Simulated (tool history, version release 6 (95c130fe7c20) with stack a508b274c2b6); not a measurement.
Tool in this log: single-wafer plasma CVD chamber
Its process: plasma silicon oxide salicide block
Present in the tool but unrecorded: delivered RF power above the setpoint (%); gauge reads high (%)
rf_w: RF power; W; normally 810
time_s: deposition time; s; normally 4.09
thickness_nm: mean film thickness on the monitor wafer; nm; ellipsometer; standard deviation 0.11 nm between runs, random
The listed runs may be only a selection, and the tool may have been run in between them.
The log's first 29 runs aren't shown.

run	hour	rf_w	time_s	wafers since the last listed run	hours since the last RF generator calibration	hours since the showerhead was replaced	hours since the gauge calibration	read-back reference wafer on the same gauge, thickness_nm	thickness_nm
30	2435.0	945	3.55	2776	2046.8	916.0	1109.7	46.995	42.727
31	2516.2	810	4.09	2368	2128.0	997.2	1190.9	47.009	46.712
32	2612.8	885	4.90	2817	2224.6	1093.8	1287.5	46.978	57.403
33	2676.0	905	3.43	1843	2287.8	1157.0	1350.7	47.009	40.480
# hour 2758.1: RF generator calibrated
34	2777.5	810	4.09	2727	19.4	1258.5	1452.2	46.992	47.405
35	3093.2	725	3.81	9209	335.1	1574.2	1767.9	47.015	42.579
36	3195.6	870	4.09	2987	437.5	1676.6	1870.3	46.990	48.224
37	3322.9	905	4.32	3713	564.8	1803.9	1997.6	47.019	51.911
38	3511.0	870	4.09	5486	752.9	1992.0	2185.7	46.999	48.307
39	3547.3	810	4.09	1058	789.2	2028.3	2222.0	47.008	47.323
40	3642.7	890	4.62	2782	884.6	2123.7	2317.4	46.982	54.893
41	3686.9	905	4.09	1289	928.8	2167.9	2361.6	47.008	48.754
42	3781.8	920	4.09	2768	1023.7	2262.8	2456.5	47.005	48.895

Alternative continuations, all from the tool just after run 42; predict every row:
A	3782.2	810	4.81	11	1024.1	2263.2	2456.9	?	?
B	3782.2	655	4.09	11	1024.1	2263.2	2456.9	?	?
C	3782.2	970	4.79	11	1024.1	2263.2	2456.9	?	?

run	read-back reference wafer on the same gauge, thickness_nm	thickness_nm
A	46.991	55.373
B	46.991	43.965
C	46.991	58.401
Without the tool's unlogged condition, the same runs would have read:
run	thickness_nm
A	55.834
B	44.331
C	58.887
